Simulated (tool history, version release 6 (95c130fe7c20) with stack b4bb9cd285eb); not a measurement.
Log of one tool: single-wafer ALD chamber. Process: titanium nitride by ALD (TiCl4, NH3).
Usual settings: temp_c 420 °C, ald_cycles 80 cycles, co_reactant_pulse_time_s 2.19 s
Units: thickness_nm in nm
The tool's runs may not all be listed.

| run | hour | temp_c | ald_cycles | co_reactant_pulse_time_s | read-back reference wafer on the same gauge, thickness_nm | thickness_nm |
|---|---|---|---|---|---|---|
| 1 | 0 | 420 | 80 | 2.53 | 2.021 | 1.854 |
| 2 | 8.7 | 420 | 80 | 2.53 | 2.017 | 1.86 |
| 3 | 19.8 | 420 | 80 | 2.53 | 2.02 | 1.866 |
| 4 | 27.2 | 420 | 80 | 2.19 | 2.021 | 1.848 |
| 5 | 36.6 | 420 | 80 | 2.19 | 2.02 | 1.85 |
| 6 | 50.2 | 420 | 80 | 2.19 | 2.02 | 1.846 |
| 7 | 57 | 430 | 80 | 1.81 | 2.021 | 1.84 |
| 8 | 67.2 | 430 | 80 | 1.81 | 2.021 | 1.848 |
|  | 80.4 | thermocouple changed; heater temperature recalibrated |
| 9 | 84.5 | 430 | 80 | 1.81 | 2.021 | 1.854 |
|  | 94 | gauge calibrated |
| 10 | 98.1 | 420 | 80 | 2.53 | 2.02 | 1.853 |
|  | 114.7 | showerhead replaced |
| 11 | 115.2 | 434 | 92 | 2.19 | 2.022 | 2.137 |
| 12 | 126.9 | 434 | 92 | 2.19 | 2.02 | 2.126 |
| 13 | 137.8 | 432 | 80 | 2.19 | 2.021 | 1.848 |
| 14 | 149 | 424 | 74 | 2.74 | 2.019 | 1.724 |
| 15 | 167 | 411 | 67 | 2.19 | 2.019 | 1.55 |
| 16 | 183.4 | 420 | 93 | 2.19 | 2.02 | 2.155 |
| 17 | 198.1 | 420 | 80 | 2.19 | 2.021 | 1.849 |
| 18 | 206.9 | 408 | 80 | 1.42 | 2.021 | 1.822 |

Forecast each of these 3 alternatives for the next run:
| A | 207.5 | 420 | 80 | 2.19 | ? | ? |
| B | 207.5 | 420 | 80 | 1.72 | ? | ? |
| C | 207.5 | 410 | 80 | 2.19 | ? | ? |

| run | read-back reference wafer on the same gauge, thickness_nm | thickness_nm |
|---|---|---|
| A | 2.021 | 1.856 |
| B | 2.021 | 1.848 |
| C | 2.021 | 1.851 |
Without the tool's hidden state the same runs would have given:
| run | thickness_nm |
|---|---|
| A | 1.856 |
| B | 1.848 |
| C | 1.851 |

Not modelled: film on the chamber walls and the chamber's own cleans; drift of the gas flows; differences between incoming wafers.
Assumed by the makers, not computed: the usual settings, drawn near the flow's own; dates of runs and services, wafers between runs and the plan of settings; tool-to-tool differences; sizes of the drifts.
